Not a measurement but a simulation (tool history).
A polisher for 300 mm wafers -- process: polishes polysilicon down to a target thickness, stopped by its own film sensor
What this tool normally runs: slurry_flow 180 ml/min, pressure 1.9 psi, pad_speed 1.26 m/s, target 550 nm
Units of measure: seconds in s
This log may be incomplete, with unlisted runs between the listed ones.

run,hour,slurry_flow,pressure,pad_speed,target,"incoming thickness of the incoming film, nm",seconds
1,0.0,180,1.9,1.26,550,1153.0,94.7
2,6.7,180,1.9,1.26,550,1158.7,96.7
3,14.3,180,1.9,1.26,550,1147.1,94.3
4,20.3,180,1.9,1.26,550,1143.0,95.0
5,36.9,180,1.9,1.26,550,1143.0,86.7
6,47.1,180,1.9,1.26,550,1165.1,92.4
7,61.9,220,1.9,1.26,598,1155.9,81.3
8,73.0,220,1.9,1.26,598,1172.5,85.4
9,88.2,220,1.9,1.26,598,1174.9,87.2
10,105.6,180,2.1,1.26,550,1152.0,87.5
11,115.6,180,2.1,1.26,550,1153.7,88.0
12,129.5,180,1.4,1.26,550,1165.6,126.7
13,173.5,130,1.9,1.46,657,1156.7,76.4
14,183.6,200,1.9,1.26,550,1155.3,94.2
15,195.4,180,1.9,1.26,550,1146.7,85.1
16,212.0,180,2.3,1.10,550,1163.3,84.0
17,238.9,180,1.9,1.26,550,1163.7,83.6
18,249.2,180,1.9,1.62,440,1151.3,75.8
19,259.6,180,1.5,1.26,386,1134.3,131.9
20,272.8,180,1.9,1.26,550,1151.3,83.9
21,280.4,225,2.5,1.44,412,1149.6,67.1
22,287.4,180,1.9,1.26,550,1146.6,85.0

Missing from the log above: 5 entries noted between runs. For each, name the pair of listed runs it sits between and say how the tool's hidden condition differs from the listed run just before to the listed run just after:
From run 4 to run 5: worn pad replaced by a new one (hour 31.3)
  removal rate lost through wear of the pad, %: 7.9 -> 0.592; slurry flow missing at the pad, %: 37.9 -> 38.7
  what was measured, less what the result would be without the hidden state, seconds: +15.8 -> +9.0 s
From run 11 to run 12: worn pad replaced by a new one (hour 126.2)
  removal rate lost through wear of the pad, %: 6.37 -> 0.452; slurry flow missing at the pad, %: 42.4 -> 43
  what was measured, less what the result would be without the hidden state, seconds: +15.1 -> +15.4 s
From run 13 to run 14: head pressure recalibrated (hour 176.3)
  removal rate lost through wear of the pad, %: 3.68 -> 4.42; slurry flow missing at the pad, %: 45.1 -> 45.6
  what was measured, less what the result would be without the hidden state, seconds: +15.4 -> +14.8 s
From run 14 to run 15: slurry nozzle cleaned (hour 194.0)
  removal rate lost through wear of the pad, %: 4.42 -> 5.29; slurry flow missing at the pad, %: 45.6 -> 2.93
  what was measured, less what the result would be without the hidden state, seconds: +14.8 -> +4.9 s
From run 16 to run 17: worn pad replaced by a new one (hour 231.0)
  removal rate lost through wear of the pad, %: 6.51 -> 0.754; slurry flow missing at the pad, %: 3.72 -> 4.99
  what was measured, less what the result would be without the hidden state, seconds: +5.9 -> +1.3 s
